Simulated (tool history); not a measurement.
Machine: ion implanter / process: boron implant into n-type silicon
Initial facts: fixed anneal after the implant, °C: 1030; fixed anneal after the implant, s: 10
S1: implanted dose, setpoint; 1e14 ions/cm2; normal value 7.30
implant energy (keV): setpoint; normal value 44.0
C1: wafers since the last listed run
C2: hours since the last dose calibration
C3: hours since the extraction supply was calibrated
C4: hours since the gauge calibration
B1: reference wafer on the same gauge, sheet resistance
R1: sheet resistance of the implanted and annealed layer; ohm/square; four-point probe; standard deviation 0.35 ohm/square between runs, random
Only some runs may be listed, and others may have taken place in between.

run 1 hour=0.0 | S1=7.30 implant_energy_(keV)=44.0 | C1=0 C2=215.1 C3=5176.3 C4=373.2 | B1=159.95 | R1=148.82
run 2 hour=33.3 | S1=7.30 implant_energy_(keV)=44.0 | C1=504 C2=248.4 C3=5209.6 C4=406.5 | B1=159.95 | R1=148.89
run 3 hour=56.1 | S1=7.30 implant_energy_(keV)=44.0 | C1=345 C2=271.2 C3=5232.4 C4=429.3 | B1=160.01 | R1=148.76
-- hour=64.7 gauge calibrated
run 4 hour=87.9 | S1=7.30 implant_energy_(keV)=44.0 | C1=481 C2=303.0 C3=5264.2 C4=23.2 | B1=160.04 | R1=148.48
run 5 hour=118.1 | S1=7.30 implant_energy_(keV)=44.0 | C1=457 C2=333.2 C3=5294.4 C4=53.4 | B1=160.06 | R1=148.53
run 6 hour=141.0 | S1=7.30 implant_energy_(keV)=44.0 | C1=346 C2=356.1 C3=5317.3 C4=76.3 | B1=159.96 | R1=148.34
run 7 hour=155.1 | S1=7.30 implant_energy_(keV)=32.0 | C1=213 C2=370.2 C3=5331.4 C4=90.4 | B1=160.04 | R1=152.78
run 8 hour=171.8 | S1=7.30 implant_energy_(keV)=32.0 | C1=252 C2=386.9 C3=5348.1 C4=107.1 | B1=160.01 | R1=152.23
run 9 hour=207.8 | S1=7.30 implant_energy_(keV)=32.0 | C1=545 C2=422.9 C3=5384.1 C4=143.1 | B1=159.96 | R1=152.40
run 10 hour=224.0 | S1=5.71 implant_energy_(keV)=44.0 | C1=245 C2=439.1 C3=5400.3 C4=159.3 | B1=159.98 | R1=180.34
-- hour=249.8 extraction supply calibrated
run 11 hour=315.0 | S1=7.30 implant_energy_(keV)=44.0 | C1=1256 C2=530.1 C3=65.2 C4=250.3 | B1=160.01 | R1=148.07
run 12 hour=345.2 | S1=7.30 implant_energy_(keV)=44.0 | C1=457 C2=560.3 C3=95.4 C4=280.5 | B1=160.00 | R1=147.81
run 13 hour=364.7 | S1=8.22 implant_energy_(keV)=44.0 | C1=295 C2=579.8 C3=114.9 C4=300.0 | B1=159.94 | R1=134.55
run 14 hour=380.5 | S1=7.30 implant_energy_(keV)=44.0 | C1=239 C2=595.6 C3=130.7 C4=315.8 | B1=159.98 | R1=148.18
run 15 hour=472.0 | S1=8.83 implant_energy_(keV)=50.0 | C1=1385 C2=687.1 C3=222.2 C4=407.3 | B1=159.98 | R1=125.45
-- hour=518.9 Faraday cup replaced and dose calibrated
-- hour=520.8 gauge calibrated
run 16 hour=572.2 | S1=7.30 implant_energy_(keV)=44.0 | C1=1395 C2=53.3 C3=322.4 C4=51.4 | B1=160.02 | R1=145.28
run 17 hour=596.5 | S1=9.38 implant_energy_(keV)=50.5 | C1=367 C2=77.6 C3=346.7 C4=75.7 | B1=159.97 | R1=117.41
run 18 hour=622.8 | S1=9.19 implant_energy_(keV)=44.0 | C1=398 C2=103.9 C3=373.0 C4=102.0 | B1=160.02 | R1=120.20
run 19 hour=650.9 | S1=7.30 implant_energy_(keV)=53.0 | C1=425 C2=132.0 C3=401.1 C4=130.1 | B1=160.01 | R1=141.98
run 20 hour=678.2 | S1=6.29 implant_energy_(keV)=59.0 | C1=413 C2=159.3 C3=428.4 C4=157.4 | B1=160.07 | R1=158.87
-- hour=707.0 Faraday cup replaced and dose calibrated, repeated, since the last time left the tool worse
run 21 hour=707.5 | S1=7.30 implant_energy_(keV)=44.0 | C1=322 C2=0.5 C3=457.7 C4=186.7 | B1=160.08 | R1=150.48
run 22 hour=720.3 | S1=7.30 implant_energy_(keV)=29.5 | C1=193 C2=13.3 C3=470.5 C4=199.5 | B1=160.00 | R1=155.46
run 23 hour=733.6 | S1=7.30 implant_energy_(keV)=44.0 | C1=201 C2=26.6 C3=483.8 C4=212.8 | B1=160.06 | R1=150.49
run 24 hour=757.0 | S1=5.90 implant_energy_(keV)=57.5 | C1=354 C2=50.0 C3=507.2 C4=236.2 | B1=160.04 | R1=173.94

Below are 5 alternative next runs, each starting from the tool's condition after run 24. Predict each:
run A hour=757.4 | S1=7.30 implant_energy_(keV)=44.0 | C1=6 C2=50.4 C3=507.6 C4=236.6 | B1=? | R1=?
run B hour=757.4 | S1=7.30 implant_energy_(keV)=50.5 | C1=6 C2=50.4 C3=507.6 C4=236.6 | B1=? | R1=?
run C hour=757.4 | S1=7.30 implant_energy_(keV)=50.0 | C1=6 C2=50.4 C3=507.6 C4=236.6 | B1=? | R1=?
run D hour=757.4 | S1=9.34 implant_energy_(keV)=58.5 | C1=6 C2=50.4 C3=507.6 C4=236.6 | B1=? | R1=?
run E hour=757.4 | S1=6.47 implant_energy_(keV)=39.5 | C1=6 C2=50.4 C3=507.6 C4=236.6 | B1=? | R1=?

run=A B1=160.07 R1=150.48
run=B B1=160.07 R1=148.77
run=C B1=160.07 R1=148.89
run=D B1=160.07 R1=120.67
run=E B1=160.07 R1=167.55
Had the tool no hidden state, the same runs would have come out as:
run=A R1=151.44
run=B R1=149.71
run=C R1=149.83
run=D R1=121.45
run=E R1=168.64

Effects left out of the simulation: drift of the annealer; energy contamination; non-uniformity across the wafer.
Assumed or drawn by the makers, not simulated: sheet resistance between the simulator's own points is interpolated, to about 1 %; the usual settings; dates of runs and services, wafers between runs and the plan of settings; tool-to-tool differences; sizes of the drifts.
